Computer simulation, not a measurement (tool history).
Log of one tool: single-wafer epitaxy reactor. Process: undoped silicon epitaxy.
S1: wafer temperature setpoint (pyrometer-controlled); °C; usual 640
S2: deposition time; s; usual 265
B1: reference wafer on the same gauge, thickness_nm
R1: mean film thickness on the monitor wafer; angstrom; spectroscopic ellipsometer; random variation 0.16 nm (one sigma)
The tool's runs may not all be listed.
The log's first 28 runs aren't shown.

Run 29, hour 1516.3: usual settings but S1 628 °C, S2 218 s; B1 39.090. Result: R1 222.88 angstrom.
Run 30, hour 1556.9: usual settings; B1 39.036. Result: R1 343.33 angstrom.
Run 31, hour 1601.6: usual settings but S1 654 °C, S2 318 s; B1 39.182. Result: R1 545.24 angstrom.
Run 32, hour 1670.0: usual settings but S2 299 s; B1 39.122. Result: R1 389.57 angstrom.
Run 33, hour 1724.7: usual settings but S1 625 °C, S2 214 s; B1 39.091. Result: R1 206.30 angstrom.
Run 34, hour 1787.9: usual settings but S1 627 °C, S2 287 s; B1 39.087. Result: R1 285.50 angstrom.
Run 35, hour 1843.1: usual settings; B1 39.114. Result: R1 343.57 angstrom.
Run 36, hour 1898.5: usual settings but S1 628 °C; B1 39.063. Result: R1 271.13 angstrom.
Run 37, hour 1944.0: usual settings but S1 654 °C, S2 308 s; B1 39.122. Result: R1 525.27 angstrom.
Run 38, hour 1981.6: usual settings but S1 630 °C, S2 251 s; B1 39.109. Result: R1 266.71 angstrom.
Run 39, hour 2034.0: usual settings but S1 644 °C; B1 39.117. Result: R1 370.34 angstrom.
Run 40, hour 2076.8: usual settings but S1 645 °C, S2 284 s; B1 39.141. Result: R1 404.47 angstrom.
Run 41, hour 2122.4: usual settings but S1 635 °C, S2 227 s; B1 39.140. Result: R1 266.90 angstrom.
Run 42, hour 2161.0: usual settings but S1 647 °C, S2 217 s; B1 39.069. Result: R1 322.45 angstrom.
Run 43, hour 2193.9: usual settings but S1 645 °C, S2 281 s; B1 39.069. Result: R1 400.95 angstrom.

3 ways to go on from here, each from the tool as it stands after run 43. What would each give?
Run A, hour 2194.4: usual settings but S1 647 °C; B1 ?. Result: R1 ?.
Run B, hour 2194.4: usual settings but S1 650 °C, S2 313 s; B1 ?. Result: R1 ?.
Run C, hour 2194.4: usual settings but S1 654 °C, S2 228 s; B1 ?. Result: R1 ?.

run      B1      R1
  A  39.132  392.28
  B  39.132  490.95
  C  39.132  386.14
Without the tool's hidden state the same runs would have given:
run      R1
  A  397.30
  B  497.20
  C  391.01

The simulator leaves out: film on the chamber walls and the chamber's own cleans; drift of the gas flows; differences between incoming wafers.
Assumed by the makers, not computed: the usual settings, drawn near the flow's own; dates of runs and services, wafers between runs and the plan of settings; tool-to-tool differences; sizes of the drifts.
